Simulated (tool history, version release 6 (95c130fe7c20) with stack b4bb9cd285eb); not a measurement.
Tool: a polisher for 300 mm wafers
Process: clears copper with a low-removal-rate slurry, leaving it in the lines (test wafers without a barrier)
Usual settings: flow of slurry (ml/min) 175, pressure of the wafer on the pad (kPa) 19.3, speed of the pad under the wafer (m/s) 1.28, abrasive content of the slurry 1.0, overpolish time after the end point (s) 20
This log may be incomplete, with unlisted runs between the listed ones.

run    hour  flow of slurry (ml/min)  pressure of the wafer on the pad (kPa)  speed of the pad under the wafer (m/s)  abrasive content of the slurry  overpolish time after the end point (s)  wafers since the last listed run  wafers polished on this pad  hours since the slurry nozzle was cleaned  hours since the head pressure was calibrated  hours since the slurry blender was calibrated  incoming thickness of the incoming film, nm  time until the end point was called (s)  dishing of a wide line in a test structure (Å)
  1     0.0                      175                                    19.3                                    1.06                             1.0                                       20                                 0                          280                                      201.0                                         423.7                                          168.3                                        302.0                                    109.0                                             266
  2    61.0                      175                                    19.3                                    1.06                             1.0                                       20                               457                          737                                      262.0                                         484.7                                          229.3                                        303.6                                    107.5                                             267
      158.7  -- slurry nozzle cleaned
  3   168.1                      175                                    19.3                                    1.06                             1.0                                       20                               795                         1533                                        9.4                                         591.8                                          336.4                                        300.3                                    107.3                                             266
      228.6  -- slurry blender recalibrated
      322.6  -- worn pad replaced by a new one
  4   345.3                      175                                    19.3                                    1.28                             1.0                                       20                              1283                          170                                      186.6                                         769.0                                          116.7                                        305.1                                     90.2                                             302
  5   447.8                      175                                    15.9                                    1.02                             1.0                                       20                               768                          939                                      289.1                                         871.5                                          219.2                                        298.7                                    133.5                                             224
      487.2  -- slurry nozzle cleaned
  6   525.4                      175                                    15.9                                    1.02                             1.0                                       20                               574                         1513                                       38.2                                         949.1                                          296.8                                        301.4                                    132.9                                             227
  7   596.3                      175                                    19.3                                    1.28                             1.0                                       11                               531                         2044                                      109.1                                        1020.0                                          367.7                                        302.3                                     85.3                                             205
      607.7  -- slurry blender recalibrated
  8   647.9                      175                                    19.3                                    1.28                             1.0                                       11                               371                         2416                                      160.7                                        1071.6                                           40.2                                        301.6                                     85.5                                             215
      689.6  -- head pressure recalibrated
  9   719.1                      175                                    19.3                                    1.28                             1.0                                       11                               518                         2935                                      231.9                                          29.5                                          111.4                                        294.4                                     87.9                                             194
      728.9  -- worn pad replaced by a new one
      849.1  -- slurry nozzle cleaned
 10   898.4                      175                                    19.3                                    1.28                             1.0                                       20                              1306                         1263                                       49.3                                         208.8                                          290.7                                        301.9                                     90.8                                             293
 11   936.7                      200                                    19.3                                    1.28                             1.0                                       20                               287                         1550                                       87.6                                         247.1                                          329.0                                        298.6                                     88.0                                             299
 12   995.9                      175                                    19.3                                    1.28                             1.0                                       20                               443                         1994                                      146.8                                         306.3                                          388.2                                        297.1                                     90.7                                             292
     1017.7  -- slurry blender recalibrated
     1086.3  -- worn pad replaced by a new one
 13  1086.8                      175                                    19.3                                    1.28                             1.0                                       20                               636                            3                                      237.7                                         397.2                                           69.1                                        299.0                                     91.9                                             301
 14  1150.6                      175                                    24.8                                    1.44                             1.0                                       25                               478                          482                                      301.5                                         461.0                                          132.9                                        293.4                                     60.8                                             393
     1229.3  -- slurry nozzle cleaned
 15  1246.6                      175                                    24.8                                    1.28                             1.0                                       20                               712                         1194                                       17.3                                         557.0                                          228.9                                        299.8                                     69.5                                             342
 16  1322.8                      175                                    13.8                                    1.44                             1.0                                       20                               571                         1765                                       93.5                                         633.2                                          305.1                                        298.1                                    109.5                                             251
 17  1376.6                      175                                    19.3                                    1.06                             1.0                                       20                               403                         2169                                      147.3                                         687.0                                          358.9                                        296.4                                    104.6                                             262
     1406.9  -- worn pad replaced by a new one
     1426.2  -- slurry blender recalibrated
 18  1431.9                      175                                    19.3                                    1.28                             1.0                                       16                               369                          172                                      202.6                                         742.3                                            5.7                                        301.3                                     89.5                                             261
 19  1472.2                      215                                    19.3                                    1.28                             1.0                                       20                               302                          474                                      242.9                                         782.6                                           46.0                                        299.4                                     86.7                                             304
 20  1508.4                      175                                    19.3                                    1.60                             1.2                                       17                               271                          746                                      279.1                                         818.8                                           82.2                                        294.4                                     67.6                                             324
     1574.7  -- slurry nozzle cleaned
     1747.0  -- worn pad replaced by a new one
     1784.6  -- slurry blender recalibrated
 21  1819.1                      175                                    19.3                                    1.28                             1.1                                       20                              2277                          525                                      244.4                                        1129.5                                           34.5                                        302.7                                     84.8                                             303

5 ways to go on from here, each from the tool as it stands after run 21. What would each give?
  A  1819.6                      175                                    19.3                                    1.28                             1.0                                       20                                 3                          529                                      244.9                                        1130.0                                           35.0                                        300.3                                        ?                                               ?
  B  1819.6                      175                                    15.2                                    1.28                             1.0                                       20                                 3                          529                                      244.9                                        1130.0                                           35.0                                        300.3                                        ?                                               ?
  C  1819.6                      175                                    26.2                                    1.28                             1.3                                       13                                 3                          529                                      244.9                                        1130.0                                           35.0                                        300.3                                        ?                                               ?
  D  1819.6                      140                                    19.3                                    1.04                             0.9                                       20                                 3                          529                                      244.9                                        1130.0                                           35.0                                        300.3                                        ?                                               ?
  E  1819.6                      175                                    19.3                                    0.96                             1.0                                       20                                 3                          529                                      244.9                                        1130.0                                           35.0                                        300.3                                        ?                                               ?

run  time until the end point was called (s)  dishing of a wide line in a test structure (Å)
  A                                     86.3                                             299
  B                                    109.8                                             254
  C                                     61.1                                             291
  D                                    112.4                                             255
  E                                    115.0                                             251
Without the tool's unlogged condition, the same runs would have read:
run  time until the end point was called (s)  dishing of a wide line in a test structure (Å)
  A                                     90.6                                             290
  B                                    115.3                                             246
  C                                     64.2                                             281
  D                                    117.9                                             246
  E                                    120.8                                             243
